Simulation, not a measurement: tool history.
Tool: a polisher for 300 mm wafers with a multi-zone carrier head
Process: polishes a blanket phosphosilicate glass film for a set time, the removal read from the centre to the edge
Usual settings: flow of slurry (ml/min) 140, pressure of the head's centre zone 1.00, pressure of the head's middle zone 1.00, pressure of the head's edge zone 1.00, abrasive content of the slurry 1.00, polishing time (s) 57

run   hour  flow of slurry (ml/min)  pressure of the head's centre zone  pressure of the head's middle zone  pressure of the head's edge zone  abrasive content of the slurry  polishing time (s)  wafers since the last listed run  wafers polished on this pad  hours since the slurry nozzle was cleaned  hours since the centre zone pressure was calibrated  hours since the edge zone pressure was calibrated  hours since the carrier head's membrane was replaced  incoming thickness of the incoming film, nm  film removed at the wafer's centre (Å)  film removed at mid-radius (Å)  film removed at the wafer's edge (Å)
  1    0.0                      140                                1.00                                1.10                              0.91                            1.00                  57                                 0                         2273                                       45.0                                                251.9                                             1450.4                                                 846.2                                       2011.9                                    5739                            6035                                  5363
  2   18.7                      105                                1.00                                1.10                              1.00                            1.00                  57                               192                         2466                                       63.7                                                270.6                                             1469.1                                                 864.9                                       1949.3                                    5231                            5489                                  5288
      30.2  -- worn pad replaced by a new one
  3   50.1                      140                                1.10                                0.97                              1.00                            1.00                  57                               281                          204                                       95.1                                                302.0                                             1500.5                                                 896.3                                       1957.3                                    5830                            5350                                  5694
      61.9  -- centre zone pressure recalibrated
  4   84.3                      140                                1.09                                1.00                              1.00                            1.00                  57                               330                          535                                      129.3                                                 22.4                                             1534.7                                                 930.5                                       1971.6                                    5731                            5472                                  5601
  5  103.2                      140                                1.00                                1.00                              1.00                            1.00                  57                               194                          729                                      148.2                                                 41.3                                             1553.6                                                 949.4                                       1978.7                                    5535                            5368                                  5719
  6  117.0                      140                                1.06                                0.93                              1.00                            1.00                  57                               141                          871                                      162.0                                                 55.1                                             1567.4                                                 963.2                                       1992.1                                    5641                            5175                                  5516
     119.0  -- edge zone pressure recalibrated
     133.2  -- carrier head's membrane replaced by a new one
  7  180.4                      140                                1.00                                1.04                              1.00                            1.00                  57                               579                         1451                                      225.4                                                118.5                                               61.4                                                  47.2                                       1985.4                                    5346                            5553                                  5627
  8  214.3                      140                                1.00                                1.00                              1.00                            0.90                  57                               348                         1799                                      259.3                                                152.4                                               95.3                                                  81.1                                       1983.0                                    4870                            4874                                  5079
  9  250.3                      140                                1.00                                1.00                              1.00                            1.00                  57                               370                         2169                                      295.3                                                188.4                                              131.3                                                 117.1                                       1957.9                                    5371                            5350                                  5504
 10  277.8                      110                                1.00                                1.00                              1.00                            1.00                  57                               282                         2452                                      322.8                                                215.9                                              158.8                                                 144.6                                       1960.4                                    4911                            4999                                  5296
     288.4  -- worn pad replaced by a new one
 11  313.1                      140                                1.00                                1.00                              1.00                            1.00                  57                               321                          253                                      358.1                                                251.2                                              194.1                                                 179.9                                       1954.4                                    5314                            5278                                  5435
 12  326.8                      155                                1.00                                1.00                              1.07                            1.00                  57                               140                          394                                      371.8                                                264.9                                              207.8                                                 193.6                                       1984.6                                    5376                            5421                                  5546
 13  353.2                      140                                1.00                                1.00                              0.96                            1.00                  57                               271                          665                                      398.2                                                291.3                                              234.2                                                 220.0                                       1986.1                                    5069                            5093                                  5290
 14  389.0                      140                                1.00                                1.00                              1.00                            1.15                  57                               368                         1033                                      434.0                                                327.1                                              270.0                                                 255.8                                       1957.8                                    5482                            5484                                  5998
     400.9  -- slurry nozzle cleaned
 15  401.5                      140                                1.09                                1.00                              0.95                            1.00                  57                               118                         1151                                        0.6                                                339.6                                              282.5                                                 268.3                                       1982.1                                    6123                            5709                                  5470
     413.9  -- centre zone pressure recalibrated
 16  431.8                      140                                1.00                                1.00                              1.00                            1.00                  57                               290                         1442                                       30.9                                                 17.9                                              312.8                                                 298.6                                       1982.2                                    5680                            5520                                  5692
 17  448.3                      140                                1.00                                1.00                              1.00                            1.00                  57                               169                         1612                                       47.4                                                 34.4                                              329.3                                                 315.1                                       2012.4                                    5638                            5598                                  5684
 18  481.2                      140                                0.96                                1.09                              0.94                            1.00                  75                               338                         1950                                       80.3                                                 67.3                                              362.2                                                 348.0                                       1991.4                                    7210                            7989                                  7244
 19  509.7                      140                                1.00                                1.00                              0.93                            1.00                  57                               292                         2243                                      108.8                                                 95.8                                              390.7                                                 376.5                                       1957.9                                    5538                            5579                                  5490
 20  524.3                      140                                1.00                                1.00                              1.00                            1.00                  57                               150                         2393                                      123.4                                                110.4                                              405.3                                                 391.1                                       2009.5                                    5505                            5519                                  5606
     544.0  -- worn pad replaced by a new one
 21  548.2                      140                                0.90                                1.00                              0.89                            1.00                  73                               204                           43                                      147.3                                                134.3                                              429.2                                                 415.0                                       1960.7                                    6734                            6988                                  6692

Forecast each of these 4 alternatives for the next run:
  A  548.6                      140                                1.04                                1.00                              1.00                            1.00                  57                                 4                           47                                      147.7                                                134.7                                              429.6                                                 415.4                                       2006.4                                       ?                               ?                                     ?
  B  548.6                      140                                1.00                                0.94                              1.11                            0.90                  57                                 4                           47                                      147.7                                                134.7                                              429.6                                                 415.4                                       2006.4                                       ?                               ?                                     ?
  C  548.6                      140                                1.00                                0.90                              1.00                            1.00                  63                                 4                           47                                      147.7                                                134.7                                              429.6                                                 415.4                                       2006.4                                       ?                               ?                                     ?
  D  548.6                      115                                0.93                                1.08                              1.00                            1.00                  57                                 4                           47                                      147.7                                                134.7                                              429.6                                                 415.4                                       2006.4                                       ?                               ?                                     ?

run  film removed at the wafer's centre (Å)  film removed at mid-radius (Å)  film removed at the wafer's edge (Å)
  A                                    5633                            5394                                  5625
  B                                    5060                            4731                                  5444
  C                                    6089                            5518                                  6225
  D                                    4999                            5432                                  5427
Without the tool's hidden state the same runs would have given:
run  film removed at the wafer's centre (Å)  film removed at mid-radius (Å)  film removed at the wafer's edge (Å)
  A                                    5921                            5635                                  5800
  B                                    5319                            4943                                  5613
  C                                    6400                            5764                                  6419
  D                                    5311                            5724                                  5624

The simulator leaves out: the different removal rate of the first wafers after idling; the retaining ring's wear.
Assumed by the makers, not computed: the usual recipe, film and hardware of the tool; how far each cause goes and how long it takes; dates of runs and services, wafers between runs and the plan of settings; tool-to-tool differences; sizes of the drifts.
